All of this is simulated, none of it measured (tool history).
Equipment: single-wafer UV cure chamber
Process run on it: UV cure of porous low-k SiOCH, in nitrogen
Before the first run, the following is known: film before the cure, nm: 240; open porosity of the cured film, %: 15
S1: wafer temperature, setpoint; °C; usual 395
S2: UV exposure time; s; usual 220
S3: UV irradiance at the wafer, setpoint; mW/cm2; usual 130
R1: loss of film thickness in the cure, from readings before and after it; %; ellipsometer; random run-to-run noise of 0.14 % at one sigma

| run | hour | S1 | S2 | S3 | R1 |
|---|---|---|---|---|---|
| 1 | 0 | 395 | 220 | 130 | 10.805 |
| 2 | 59.8 | 395 | 220 | 130 | 11.287 |
| 3 | 140.7 | 404 | 220 | 130 | 11.339 |
| 4 | 179.1 | 404 | 220 | 130 | 11.331 |
| 5 | 279.1 | 404 | 220 | 130 | 11.274 |
| 6 | 371.1 | 389 | 220 | 130 | 10.876 |
|  | 391.9 | quartz window cleaned |
| 7 | 466 | 395 | 220 | 130 | 11.151 |
| 8 | 569.7 | 395 | 220 | 130 | 11.067 |
| 9 | 662.1 | 395 | 220 | 130 | 11.086 |
| 10 | 761.5 | 407 | 290 | 130 | 12.477 |
| 11 | 825 | 407 | 290 | 130 | 12.158 |
|  | 889.4 | quartz window cleaned |
| 12 | 915.2 | 395 | 220 | 130 | 10.975 |
| 13 | 1110.4 | 395 | 220 | 130 | 10.832 |
| 14 | 1152.9 | 395 | 220 | 130 | 10.906 |
| 15 | 1220 | 402 | 220 | 130 | 10.894 |
| 16 | 1296.6 | 402 | 220 | 130 | 11.301 |
|  | 1348 | UV bulbs replaced |
| 17 | 1348.5 | 395 | 220 | 130 | 11.074 |
|  | 1392.9 | quartz window cleaned |
| 18 | 1448.3 | 395 | 340 | 130 | 13.181 |
| 19 | 1527.6 | 412 | 345 | 130 | 13.479 |
| 20 | 1575.9 | 385 | 330 | 93 | 11.151 |
| 21 | 1646.8 | 395 | 220 | 130 | 11.114 |
| 22 | 1693.5 | 395 | 275 | 159 | 12.822 |
|  | 1959.8 | quartz window cleaned |
| 23 | 1980.1 | 408 | 145 | 166 | 10.407 |
| 24 | 2068 | 383 | 130 | 130 | 8.958 |
| 25 | 2131.1 | 406 | 310 | 94 | 11.007 |
| 26 | 2186.4 | 390 | 145 | 111 | 8.732 |
| 27 | 2261.3 | 395 | 315 | 141 | 13.177 |
| 28 | 2322.4 | 404 | 220 | 130 | 11.504 |
| 29 | 2391.1 | 395 | 325 | 130 | 12.465 |
| 30 | 2486.4 | 412 | 325 | 168 | 13.983 |
|  | 2504.7 | quartz window cleaned |
| 31 | 2524.3 | 411 | 285 | 130 | 12.345 |
| 32 | 2562.3 | 377 | 220 | 130 | 10.681 |
| 33 | 2651.3 | 411 | 160 | 130 | 10.159 |

Predict each of these 5 candidate next runs independently; none follows another, all start after run 33:
| A | 2651.7 | 395 | 350 | 130 | ? |
| B | 2651.7 | 395 | 160 | 130 | ? |
| C | 2651.7 | 405 | 320 | 94 | ? |
| D | 2651.7 | 395 | 220 | 156 | ? |
| E | 2651.7 | 386 | 220 | 99 | ? |

| run | R1 |
|---|---|
| A | 12.883 |
| B | 9.662 |
| C | 11.31 |
| D | 11.698 |
| E | 9.703 |
What these runs would have given with no unlogged condition in the tool:
| run | R1 |
|---|---|
| A | 12.883 |
| B | 9.662 |
| C | 11.31 |
| D | 11.698 |
| E | 9.703 |

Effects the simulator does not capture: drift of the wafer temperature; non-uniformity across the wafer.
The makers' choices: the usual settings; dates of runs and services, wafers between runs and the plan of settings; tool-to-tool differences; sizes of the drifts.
